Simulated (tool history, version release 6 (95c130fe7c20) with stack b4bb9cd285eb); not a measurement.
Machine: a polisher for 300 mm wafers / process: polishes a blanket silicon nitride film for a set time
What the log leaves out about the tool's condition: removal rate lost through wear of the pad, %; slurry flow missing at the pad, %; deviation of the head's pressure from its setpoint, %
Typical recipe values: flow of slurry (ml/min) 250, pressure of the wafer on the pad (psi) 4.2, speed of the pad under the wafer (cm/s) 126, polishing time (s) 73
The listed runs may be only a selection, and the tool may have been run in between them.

run	hour	flow of slurry (ml/min)	pressure of the wafer on the pad (psi)	speed of the pad under the wafer (cm/s)	polishing time (s)	wafers since the last listed run	wafers polished on this pad	hours since the slurry nozzle was cleaned	hours since the head pressure was calibrated	incoming thickness of the incoming film, nm	film removed (angstrom)
1	0.0	210	4.2	126	73	0	998	123.0	179.3	716.9	1609
2	50.5	210	4.2	126	73	254	1252	173.5	229.8	726.0	1585
3	99.3	250	4.2	150	73	245	1498	222.3	278.6	703.2	1821
# hour 112.9: worn pad replaced by a new one
4	168.8	250	4.2	150	73	329	281	291.8	348.1	732.2	1923
5	237.2	250	4.2	150	73	344	626	360.2	416.5	727.4	1912
# hour 240.0: slurry nozzle cleaned
6	287.3	250	4.2	126	73	247	873	47.3	466.6	726.3	1611
7	327.1	250	4.2	158	73	200	1073	87.1	506.4	724.4	1963
8	353.3	250	3.8	126	73	131	1205	113.3	532.6	721.0	1495
# hour 401.2: worn pad replaced by a new one
# hour 541.0: slurry nozzle cleaned
9	560.7	250	3.8	126	73	1019	798	19.7	740.0	724.1	1565
10	585.6	250	4.2	92	73	125	923	44.6	764.9	715.2	1287
11	611.5	250	4.2	126	73	130	1054	70.5	790.8	714.7	1674
12	665.2	250	4.2	126	73	270	1324	124.2	844.5	721.4	1650
13	737.1	250	4.2	126	86	362	1686	196.1	916.4	711.4	1829
# hour 782.4: worn pad replaced by a new one
14	807.3	250	4.2	126	86	333	125	266.3	986.6	720.6	2052
# hour 856.7: slurry nozzle cleaned
15	864.3	250	4.6	126	73	282	407	7.6	1043.6	720.9	1848
16	1039.7	210	4.2	126	73	883	1291	183.0	1219.0	727.3	1588
17	1098.6	250	5.3	100	73	296	1587	241.9	1277.9	725.1	1633
18	1145.9	275	4.2	144	73	238	1826	289.2	1325.2	715.1	1744
# hour 1162.5: worn pad replaced by a new one
# hour 1165.2: head pressure recalibrated
19	1173.7	250	4.2	126	73	109	46	317.0	8.5	719.9	1716
20	1224.6	250	5.3	154	73	256	302	367.9	59.4	719.7	2411
# hour 1229.8: slurry nozzle cleaned
21	1277.8	250	4.2	126	73	262	565	48.0	112.6	720.1	1638
22	1347.9	175	4.2	126	97	353	919	118.1	182.7	718.4	2047
23	1373.7	250	4.2	168	50	129	1049	143.9	208.5	720.4	1397
24	1402.7	340	5.5	96	82	146	1195	172.9	237.5	731.6	1902
# hour 1495.1: worn pad replaced by a new one
25	1510.0	325	4.2	126	61	520	74	280.2	344.8	717.4	1511
# hour 1516.5: slurry nozzle cleaned
26	1534.3	250	4.2	126	73	117	192	17.8	369.1	719.2	1728

Run 27 comes next. What will it give?
27	1560.7	180	4.2	126	73	132	325	44.2	395.5	718.3	?

film removed (angstrom): 1624
With no hidden state in the tool, this same run would have given film removed (angstrom) 1663.
